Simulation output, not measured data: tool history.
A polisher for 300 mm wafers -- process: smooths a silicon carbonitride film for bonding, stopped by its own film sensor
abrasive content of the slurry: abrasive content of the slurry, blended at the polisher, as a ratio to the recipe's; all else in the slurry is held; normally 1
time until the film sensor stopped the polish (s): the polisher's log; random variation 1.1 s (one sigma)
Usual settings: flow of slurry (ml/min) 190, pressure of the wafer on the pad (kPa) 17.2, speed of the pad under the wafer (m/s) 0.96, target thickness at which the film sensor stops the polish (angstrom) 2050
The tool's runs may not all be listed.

| run | hour | flow of slurry (ml/min) | pressure of the wafer on the pad (kPa) | speed of the pad under the wafer (m/s) | abrasive content of the slurry | target thickness at which the film sensor stops the polish (angstrom) | incoming thickness of the incoming film, nm | time until the film sensor stopped the polish (s) |
|---|---|---|---|---|---|---|---|---|
| 1 | 0 | 190 | 17.2 | 0.96 | 1 | 2050 | 229.8 | 96.4 |
| 2 | 26.9 | 190 | 17.2 | 0.96 | 1 | 2050 | 230.6 | 101.4 |
|  | 55.3 | worn pad replaced by a new one |
| 3 | 59 | 190 | 17.2 | 0.96 | 1 | 2050 | 226.4 | 79.4 |
| 4 | 71.4 | 190 | 17.2 | 0.96 | 1 | 2050 | 232.6 | 102.6 |
| 5 | 158.8 | 190 | 17.2 | 0.96 | 1 | 2050 | 229.9 | 95 |
| 6 | 176.8 | 190 | 17.2 | 0.96 | 1 | 2050 | 224.7 | 73.2 |
| 7 | 193.5 | 190 | 17.2 | 0.96 | 1 | 2050 | 226.9 | 82.9 |
| 8 | 209.3 | 190 | 17.2 | 0.8 | 1 | 2010 | 231.5 | 139.9 |
|  | 216 | slurry blender recalibrated |
| 9 | 238.5 | 190 | 17.2 | 0.72 | 1.1 | 2020 | 227.9 | 124.2 |
| 10 | 260.8 | 190 | 17.2 | 0.96 | 1 | 2050 | 231.2 | 104.7 |
| 11 | 282.4 | 190 | 20.7 | 0.96 | 1 | 1970 | 231.2 | 120.3 |
| 12 | 299.8 | 165 | 11.7 | 0.96 | 0.85 | 1980 | 229.5 | 193.1 |
| 13 | 312.5 | 190 | 17.2 | 0.96 | 1 | 2010 | 230.2 | 122.2 |
|  | 317.2 | worn pad replaced by a new one |
| 14 | 329.4 | 190 | 17.2 | 1.12 | 1 | 2110 | 232.8 | 73.6 |
| 15 | 344.6 | 190 | 17.2 | 0.96 | 1.3 | 2050 | 235 | 103.6 |
| 16 | 359.2 | 190 | 17.2 | 1.2 | 1.25 | 1970 | 229.9 | 95.7 |
| 17 | 389.5 | 190 | 17.2 | 0.96 | 1 | 2050 | 230.2 | 96.4 |
| 18 | 401.7 | 190 | 17.2 | 0.96 | 1 | 2050 | 227.1 | 85.9 |
|  | 451.1 | head pressure recalibrated |
| 19 | 465.3 | 190 | 17.2 | 0.96 | 1 | 2050 | 233.7 | 112 |
| 20 | 487.6 | 190 | 17.2 | 1.14 | 1 | 2000 | 229.2 | 104 |
| 21 | 505.9 | 190 | 17.2 | 0.96 | 1 | 2050 | 231.4 | 107.7 |
| 22 | 520 | 190 | 17.2 | 0.96 | 1 | 2050 | 230.6 | 104 |
|  | 528.3 | slurry nozzle cleaned |
|  | 587.4 | worn pad replaced by a new one |
| 23 | 619.8 | 190 | 19.3 | 1.18 | 1 | 1990 | 229.9 | 86.5 |
| 24 | 641.5 | 130 | 17.2 | 0.96 | 1 | 2050 | 232 | 107.9 |
|  | 657.5 | slurry blender recalibrated |
| 25 | 676.7 | 190 | 17.2 | 0.96 | 1 | 2050 | 228.9 | 90 |
| 26 | 693.6 | 220 | 12.4 | 0.96 | 0.85 | 2050 | 228.3 | 119.3 |
| 27 | 720.7 | 190 | 17.2 | 0.7 | 1 | 2110 | 232.5 | 105.4 |
| 28 | 735 | 190 | 17.2 | 0.96 | 1 | 2020 | 227.8 | 98.8 |
| 29 | 756.6 | 190 | 17.2 | 0.96 | 1 | 2120 | 229.5 | 67.4 |

Consider 5 possible next runs. They are alternatives, not a sequence: every one starts from the tool as it was left by run 29. What does each give?
| A | 757 | 190 | 17.2 | 0.96 | 1 | 1990 | 226.8 | ? |
| B | 757 | 140 | 20.7 | 0.96 | 1 | 2050 | 226.8 | ? |
| C | 757 | 190 | 13.1 | 1.2 | 1.15 | 2050 | 226.8 | ? |
| D | 757 | 215 | 22.8 | 0.7 | 1 | 2010 | 226.8 | ? |
| E | 757 | 225 | 14.5 | 0.84 | 1 | 2050 | 226.8 | ? |

| run | time until the film sensor stopped the polish (s) |
|---|---|
| A | 106.8 |
| B | 76.5 |
| C | 82.3 |
| D | 99.1 |
| E | 104.3 |
With no hidden state in the tool, these same runs would have given:
| run | time until the film sensor stopped the polish (s) |
|---|---|
| A | 97.8 |
| B | 69 |
| C | 75.4 |
| D | 91.2 |
| E | 96.1 |
